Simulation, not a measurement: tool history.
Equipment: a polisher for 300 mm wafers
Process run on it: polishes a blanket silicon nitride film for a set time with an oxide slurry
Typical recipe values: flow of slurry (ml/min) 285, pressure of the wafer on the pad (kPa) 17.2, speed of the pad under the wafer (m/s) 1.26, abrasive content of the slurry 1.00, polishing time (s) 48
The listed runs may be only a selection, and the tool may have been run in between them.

| run | hour | flow of slurry (ml/min) | pressure of the wafer on the pad (kPa) | speed of the pad under the wafer (m/s) | abrasive content of the slurry | polishing time (s) | incoming thickness of the incoming film, nm | film removed (angstrom) |
|---|---|---|---|---|---|---|---|---|
| 1 | 0.0 | 285 | 15.2 | 1.26 | 1.00 | 48 | 256.6 | 187 |
|  | 44.5 | slurry nozzle cleaned |
| 2 | 73.8 | 285 | 17.2 | 1.26 | 1.00 | 48 | 258.5 | 206 |
|  | 76.0 | slurry blender recalibrated |
|  | 114.6 | worn pad replaced by a new one |
|  | 149.0 | conditioning disc replaced and pad reconditioned |
| 3 | 176.6 | 285 | 17.2 | 1.26 | 1.00 | 48 | 261.5 | 216 |
| 4 | 259.2 | 285 | 17.2 | 1.26 | 1.00 | 48 | 256.7 | 215 |
|  | 276.5 | slurry nozzle cleaned |
| 5 | 297.0 | 285 | 17.2 | 1.26 | 1.00 | 48 | 264.4 | 211 |
|  | 326.5 | slurry blender recalibrated |
| 6 | 356.5 | 285 | 17.2 | 1.26 | 1.00 | 48 | 259.3 | 209 |
|  | 407.3 | worn pad replaced by a new one |
| 7 | 435.5 | 260 | 20.7 | 1.26 | 1.00 | 48 | 260.8 | 241 |
|  | 443.1 | conditioning disc replaced and pad reconditioned |
|  | 522.7 | slurry nozzle cleaned |
| 8 | 533.7 | 285 | 17.2 | 1.26 | 1.00 | 48 | 260.5 | 212 |
| 9 | 578.5 | 285 | 17.2 | 1.26 | 1.00 | 48 | 261.5 | 212 |
|  | 587.3 | head pressure recalibrated |
|  | 612.2 | slurry blender recalibrated |
| 10 | 656.6 | 285 | 17.2 | 1.26 | 1.00 | 48 | 257.9 | 217 |
|  | 665.5 | worn pad replaced by a new one |
|  | 680.1 | conditioning disc replaced and pad reconditioned |
| 11 | 696.2 | 285 | 17.2 | 1.26 | 1.00 | 48 | 264.4 | 222 |
| 12 | 766.5 | 285 | 17.2 | 0.90 | 1.00 | 62 | 256.8 | 221 |
|  | 818.7 | slurry nozzle cleaned |
| 13 | 822.4 | 330 | 17.2 | 1.26 | 1.15 | 48 | 257.2 | 234 |
| 14 | 863.0 | 375 | 17.2 | 1.62 | 1.00 | 48 | 257.0 | 261 |
|  | 885.2 | slurry blender recalibrated |
|  | 921.7 | conditioning disc replaced and pad reconditioned |
|  | 953.0 | worn pad replaced by a new one |
| 15 | 965.4 | 285 | 17.2 | 1.26 | 1.00 | 48 | 262.6 | 216 |

Expected results for the next run?
| 16 | 1038.7 | 195 | 20.0 | 1.08 | 1.00 | 63 | 256.6 | ? |

{"run 16": {"film removed (angstrom)": 280}}
Had the tool carried no hidden state, the very same run would have given film removed (angstrom) 300.

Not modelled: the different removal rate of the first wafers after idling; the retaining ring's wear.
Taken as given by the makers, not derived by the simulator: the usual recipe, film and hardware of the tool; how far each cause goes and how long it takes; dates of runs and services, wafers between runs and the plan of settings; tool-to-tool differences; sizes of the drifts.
